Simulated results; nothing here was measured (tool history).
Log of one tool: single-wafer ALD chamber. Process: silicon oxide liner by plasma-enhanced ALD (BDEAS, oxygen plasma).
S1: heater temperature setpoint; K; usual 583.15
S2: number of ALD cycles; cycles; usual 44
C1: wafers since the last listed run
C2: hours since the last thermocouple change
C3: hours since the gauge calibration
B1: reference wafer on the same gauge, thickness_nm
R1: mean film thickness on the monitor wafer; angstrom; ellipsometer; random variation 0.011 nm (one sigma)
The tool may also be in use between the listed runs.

run,hour,S1,S2,C1,C2,C3,B1,R1
1,0.0,589.15,44,0,2680.5,350.9,3.628,42.98
2,29.5,589.15,44,288,2710.0,380.4,3.630,43.05
3,56.7,589.15,44,265,2737.2,407.6,3.629,43.00
4,77.8,583.15,37,206,2758.3,428.7,3.631,36.36
5,96.2,583.15,44,179,2776.7,447.1,3.629,43.43
6,127.3,583.15,44,303,2807.8,478.2,3.631,43.38
7,157.7,577.15,46,296,2838.2,508.6,3.626,45.66
8,177.7,577.15,46,195,2858.2,528.6,3.629,45.74
9,205.4,577.15,46,270,2885.9,556.3,3.633,45.51
# hour 222.5: gauge calibrated
# hour 239.5: thermocouple changed; heater temperature recalibrated
10,241.2,591.15,52,271,1.7,18.7,3.629,50.57
11,272.6,571.15,36,306,33.1,50.1,3.629,35.86
12,295.1,594.15,44,219,55.6,72.6,3.632,42.90
13,318.0,583.15,44,223,78.5,95.5,3.628,43.44
14,395.8,583.15,44,759,156.3,173.3,3.630,43.32
15,413.1,569.15,47,168,173.6,190.6,3.626,47.32
16,446.5,577.15,38,326,207.0,224.0,3.626,37.68
17,467.3,583.15,44,203,227.8,244.8,3.630,43.35
18,491.5,574.15,39,236,252.0,269.0,3.635,39.00

5 ways to go on from here, each from the tool as it stands after run 18. What would each give?
A,492.0,597.15,44,4,252.5,269.5,?,?
B,492.0,589.15,48,4,252.5,269.5,?,?
C,492.0,595.15,49,4,252.5,269.5,?,?
D,492.0,583.15,47,4,252.5,269.5,?,?
E,492.0,594.15,47,4,252.5,269.5,?,?

run,B1,R1
A,3.629,42.31
B,3.629,46.62
C,3.629,47.24
D,3.629,46.00
E,3.629,45.37
Without the tool's hidden state the same runs would have given:
run,R1
A,42.31
B,46.62
C,47.24
D,46.00
E,45.37
